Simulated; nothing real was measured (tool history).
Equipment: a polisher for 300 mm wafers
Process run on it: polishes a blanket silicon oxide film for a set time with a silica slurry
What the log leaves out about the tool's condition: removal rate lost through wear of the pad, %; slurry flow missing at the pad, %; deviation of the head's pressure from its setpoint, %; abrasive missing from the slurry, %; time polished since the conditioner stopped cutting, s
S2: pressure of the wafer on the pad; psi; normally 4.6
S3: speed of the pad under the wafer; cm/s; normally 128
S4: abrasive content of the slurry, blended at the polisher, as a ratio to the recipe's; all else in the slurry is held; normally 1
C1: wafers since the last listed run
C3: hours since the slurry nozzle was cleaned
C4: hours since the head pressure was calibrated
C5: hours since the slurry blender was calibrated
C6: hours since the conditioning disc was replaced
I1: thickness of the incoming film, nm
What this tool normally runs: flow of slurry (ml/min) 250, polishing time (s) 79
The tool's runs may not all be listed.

{"run": 1, "hour": 0.0, "flow of slurry (ml/min)": 250, "S2": 3.5, "S3": 128, "S4": 1, "polishing time (s)": 79, "C1": 0, "wafers polished on this pad": 845, "C3": 408.3, "C4": 382.3, "C5": 318, "C6": 142.6, "I1": 1526.5, "film removed (nm)": 246.6}
{"run": 2, "hour": 9.7, "flow of slurry (ml/min)": 250, "S2": 4.6, "S3": 128, "S4": 1, "polishing time (s)": 79, "C1": 84, "wafers polished on this pad": 929, "C3": 418, "C4": 392, "C5": 327.7, "C6": 152.3, "I1": 1541, "film removed (nm)": 288.4}
{"run": 3, "hour": 21.4, "flow of slurry (ml/min)": 250, "S2": 4.6, "S3": 128, "S4": 1, "polishing time (s)": 79, "C1": 101, "wafers polished on this pad": 1030, "C3": 429.7, "C4": 403.7, "C5": 339.4, "C6": 164, "I1": 1530.9, "film removed (nm)": 294.7}
{"hour": 26.3, "done": "worn pad replaced by a new one"}
{"run": 4, "hour": 29.7, "flow of slurry (ml/min)": 250, "S2": 4.6, "S3": 128, "S4": 1, "polishing time (s)": 79, "C1": 37, "wafers polished on this pad": 29, "C3": 438, "C4": 412, "C5": 347.7, "C6": 172.3, "I1": 1538.6, "film removed (nm)": 291.9}
{"run": 5, "hour": 38.0, "flow of slurry (ml/min)": 250, "S2": 4.1, "S3": 128, "S4": 1, "polishing time (s)": 79, "C1": 71, "wafers polished on this pad": 101, "C3": 446.3, "C4": 420.3, "C5": 356, "C6": 180.6, "I1": 1523.3, "film removed (nm)": 265.8}
{"run": 6, "hour": 55.7, "flow of slurry (ml/min)": 250, "S2": 4.1, "S3": 128, "S4": 1, "polishing time (s)": 79, "C1": 153, "wafers polished on this pad": 254, "C3": 464, "C4": 438, "C5": 373.7, "C6": 198.3, "I1": 1502.4, "film removed (nm)": 268.1}
{"run": 7, "hour": 70.4, "flow of slurry (ml/min)": 250, "S2": 4.1, "S3": 128, "S4": 1, "polishing time (s)": 79, "C1": 127, "wafers polished on this pad": 381, "C3": 478.7, "C4": 452.7, "C5": 388.4, "C6": 213, "I1": 1528.6, "film removed (nm)": 268.7}
{"run": 8, "hour": 84.1, "flow of slurry (ml/min)": 250, "S2": 3.9, "S3": 128, "S4": 1, "polishing time (s)": 79, "C1": 118, "wafers polished on this pad": 500, "C3": 492.4, "C4": 466.4, "C5": 402.1, "C6": 226.7, "I1": 1528.7, "film removed (nm)": 259.4}
{"hour": 86.2, "done": "head pressure recalibrated"}
{"run": 9, "hour": 99.7, "flow of slurry (ml/min)": 330, "S2": 4, "S3": 128, "S4": 0.7, "polishing time (s)": 79, "C1": 117, "wafers polished on this pad": 618, "C3": 508, "C4": 13.5, "C5": 417.7, "C6": 242.3, "I1": 1519.1, "film removed (nm)": 232.7}
{"hour": 116.8, "done": "slurry nozzle cleaned"}
{"run": 10, "hour": 136.5, "flow of slurry (ml/min)": 250, "S2": 4.6, "S3": 128, "S4": 1, "polishing time (s)": 79, "C1": 310, "wafers polished on this pad": 928, "C3": 19.7, "C4": 50.3, "C5": 454.5, "C6": 279.1, "I1": 1516.6, "film removed (nm)": 288.7}
{"run": 11, "hour": 144.1, "flow of slurry (ml/min)": 285, "S2": 4.6, "S3": 128, "S4": 1.2, "polishing time (s)": 55, "C1": 65, "wafers polished on this pad": 994, "C3": 27.3, "C4": 57.9, "C5": 462.1, "C6": 286.7, "I1": 1532.2, "film removed (nm)": 210.4}
{"hour": 153.4, "done": "conditioning disc replaced and pad reconditioned"}
{"hour": 159.2, "done": "worn pad replaced by a new one, of another model than before"}
{"run": 12, "hour": 159.9, "flow of slurry (ml/min)": 250, "S2": 4.6, "S3": 128, "S4": 1.1, "polishing time (s)": 65, "C1": 84, "wafers polished on this pad": 6, "C3": 43.1, "C4": 73.7, "C5": 477.9, "C6": 6.5, "I1": 1555.5, "film removed (nm)": 239.5}
{"hour": 177.0, "done": "slurry blender recalibrated"}
{"run": 13, "hour": 195.2, "flow of slurry (ml/min)": 215, "S2": 5.1, "S3": 128, "S4": 1, "polishing time (s)": 100, "C1": 288, "wafers polished on this pad": 294, "C3": 78.4, "C4": 109, "C5": 18.2, "C6": 41.8, "I1": 1553.3, "film removed (nm)": 444.6}
{"run": 14, "hour": 203.6, "flow of slurry (ml/min)": 250, "S2": 4.6, "S3": 128, "S4": 1, "polishing time (s)": 104, "C1": 72, "wafers polished on this pad": 367, "C3": 86.8, "C4": 117.4, "C5": 26.6, "C6": 50.2, "I1": 1536.7, "film removed (nm)": 423.4}
{"run": 15, "hour": 243.0, "flow of slurry (ml/min)": 250, "S2": 3.8, "S3": 96, "S4": 1, "polishing time (s)": 79, "C1": 341, "wafers polished on this pad": 708, "C3": 126.2, "C4": 156.8, "C5": 66, "C6": 89.6, "I1": 1535.7, "film removed (nm)": 223.8}
{"run": 16, "hour": 252.8, "flow of slurry (ml/min)": 250, "S2": 4.6, "S3": 128, "S4": 1, "polishing time (s)": 79, "C1": 84, "wafers polished on this pad": 793, "C3": 136, "C4": 166.6, "C5": 75.8, "C6": 99.4, "I1": 1540.1, "film removed (nm)": 308.1}

Branching from run 16: 5 alternative next runs. What would each branch give?
{"run": "A", "hour": 253.3, "flow of slurry (ml/min)": 305, "S2": 4.6, "S3": 128, "S4": 1, "polishing time (s)": 79, "C1": 4, "wafers polished on this pad": 798, "C3": 136.5, "C4": 167.1, "C5": 76.3, "C6": 99.9, "I1": 1534.6, "film removed (nm)": "?"}
{"run": "B", "hour": 253.3, "flow of slurry (ml/min)": 250, "S2": 5.3, "S3": 106, "S4": 1.1, "polishing time (s)": 52, "C1": 4, "wafers polished on this pad": 798, "C3": 136.5, "C4": 167.1, "C5": 76.3, "C6": 99.9, "I1": 1534.6, "film removed (nm)": "?"}
{"run": "C", "hour": 253.3, "flow of slurry (ml/min)": 295, "S2": 4.6, "S3": 128, "S4": 1.15, "polishing time (s)": 79, "C1": 4, "wafers polished on this pad": 798, "C3": 136.5, "C4": 167.1, "C5": 76.3, "C6": 99.9, "I1": 1534.6, "film removed (nm)": "?"}
{"run": "D", "hour": 253.3, "flow of slurry (ml/min)": 190, "S2": 3.2, "S3": 128, "S4": 1, "polishing time (s)": 79, "C1": 4, "wafers polished on this pad": 798, "C3": 136.5, "C4": 167.1, "C5": 76.3, "C6": 99.9, "I1": 1534.6, "film removed (nm)": "?"}
{"run": "E", "hour": 253.3, "flow of slurry (ml/min)": 250, "S2": 3.1, "S3": 128, "S4": 0.75, "polishing time (s)": 79, "C1": 4, "wafers polished on this pad": 798, "C3": 136.5, "C4": 167.1, "C5": 76.3, "C6": 99.9, "I1": 1534.6, "film removed (nm)": "?"}

run=A film_removed_(nm)=312
run=B film_removed_(nm)=216.9
run=C film_removed_(nm)=324.2
run=D film_removed_(nm)=205.7
run=E film_removed_(nm)=189.7
With the hidden condition removed and each run's random variation left untouched, the same runs would have given:
run=A film_removed_(nm)=326
run=B film_removed_(nm)=226.3
run=C film_removed_(nm)=338
run=D film_removed_(nm)=214.9
run=E film_removed_(nm)=199
